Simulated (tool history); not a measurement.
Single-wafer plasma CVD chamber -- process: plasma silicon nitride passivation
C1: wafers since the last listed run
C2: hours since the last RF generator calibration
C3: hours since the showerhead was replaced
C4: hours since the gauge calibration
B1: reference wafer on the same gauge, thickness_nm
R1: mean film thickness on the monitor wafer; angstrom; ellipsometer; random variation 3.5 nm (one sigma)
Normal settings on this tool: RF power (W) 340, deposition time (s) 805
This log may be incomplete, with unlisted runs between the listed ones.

Run 1, hour 0.0: usual settings; C1 0; C2 769.6; C3 3753.7; C4 106.5; B1 890.629. Result: R1 10755.19 angstrom.
Run 2, hour 58.3: usual settings; C1 110; C2 827.9; C3 3812.0; C4 164.8; B1 889.103. Result: R1 10821.34 angstrom.
Run 3, hour 72.3: usual settings but RF power (W) 365; C1 26; C2 841.9; C3 3826.0; C4 178.8; B1 889.863. Result: R1 11024.65 angstrom.
Run 4, hour 93.1: usual settings but RF power (W) 365; C1 39; C2 862.7; C3 3846.8; C4 199.6; B1 889.692. Result: R1 11017.04 angstrom.
Run 5, hour 161.0: usual settings but RF power (W) 365; C1 128; C2 930.6; C3 3914.7; C4 267.5; B1 890.215. Result: R1 10996.26 angstrom.
Run 6, hour 257.8: usual settings but RF power (W) 305, deposition time (s) 710; C1 183; C2 1027.4; C3 4011.5; C4 364.3; B1 889.598. Result: R1 8961.09 angstrom.
Run 7, hour 289.4: usual settings but RF power (W) 305, deposition time (s) 710; C1 59; C2 1059.0; C3 4043.1; C4 395.9; B1 890.047. Result: R1 8990.20 angstrom.
At hour 298.9: gauge calibrated.
Run 8, hour 325.1: usual settings but RF power (W) 285, deposition time (s) 958; C1 67; C2 1094.7; C3 4078.8; C4 26.2; B1 889.942. Result: R1 11766.31 angstrom.
At hour 337.8: RF generator calibrated.
Run 9, hour 356.1: usual settings but RF power (W) 385, deposition time (s) 932; C1 43; C2 18.3; C3 4109.8; C4 57.2; B1 889.826. Result: R1 13397.00 angstrom.
At hour 382.2: showerhead replaced.
Run 10, hour 460.8: usual settings but RF power (W) 380, deposition time (s) 882; C1 183; C2 123.0; C3 78.6; C4 161.9; B1 889.864. Result: R1 12624.53 angstrom.
Run 11, hour 480.3: usual settings but deposition time (s) 707; C1 36; C2 142.5; C3 98.1; C4 181.4; B1 890.734. Result: R1 9550.38 angstrom.
Run 12, hour 497.5: usual settings but RF power (W) 310; C1 32; C2 159.7; C3 115.3; C4 198.6; B1 889.959. Result: R1 10486.92 angstrom.
Run 13, hour 532.8: usual settings; C1 66; C2 195.0; C3 150.6; C4 233.9; B1 889.515. Result: R1 11004.87 angstrom.
Run 14, hour 553.0: usual settings but RF power (W) 285, deposition time (s) 845; C1 38; C2 215.2; C3 170.8; C4 254.1; B1 891.438. Result: R1 10613.24 angstrom.
Run 15, hour 570.6: usual settings but deposition time (s) 759; C1 33; C2 232.8; C3 188.4; C4 271.7; B1 888.562. Result: R1 10322.37 angstrom.

What if the next run were any one of these 4? Each begins from the tool's condition after run 15:
Run A, hour 571.2: usual settings; C1 1; C2 233.4; C3 189.0; C4 272.3; B1 ?. Result: R1 ?.
Run B, hour 571.2: usual settings but RF power (W) 370, deposition time (s) 932; C1 1; C2 233.4; C3 189.0; C4 272.3; B1 ?. Result: R1 ?.
Run C, hour 571.2: usual settings but RF power (W) 365, deposition time (s) 860; C1 1; C2 233.4; C3 189.0; C4 272.3; B1 ?. Result: R1 ?.
Run D, hour 571.2: usual settings but deposition time (s) 682; C1 1; C2 233.4; C3 189.0; C4 272.3; B1 ?. Result: R1 ?.

run       B1        R1
  A  889.374  10859.08
  B  889.374  13020.69
  C  889.374  11948.13
  D  889.374   9199.87
With the hidden condition removed and each run's random variation left untouched, the same runs would have given:
run        R1
  A  10949.09
  B  13128.62
  C  12047.17
  D   9276.12

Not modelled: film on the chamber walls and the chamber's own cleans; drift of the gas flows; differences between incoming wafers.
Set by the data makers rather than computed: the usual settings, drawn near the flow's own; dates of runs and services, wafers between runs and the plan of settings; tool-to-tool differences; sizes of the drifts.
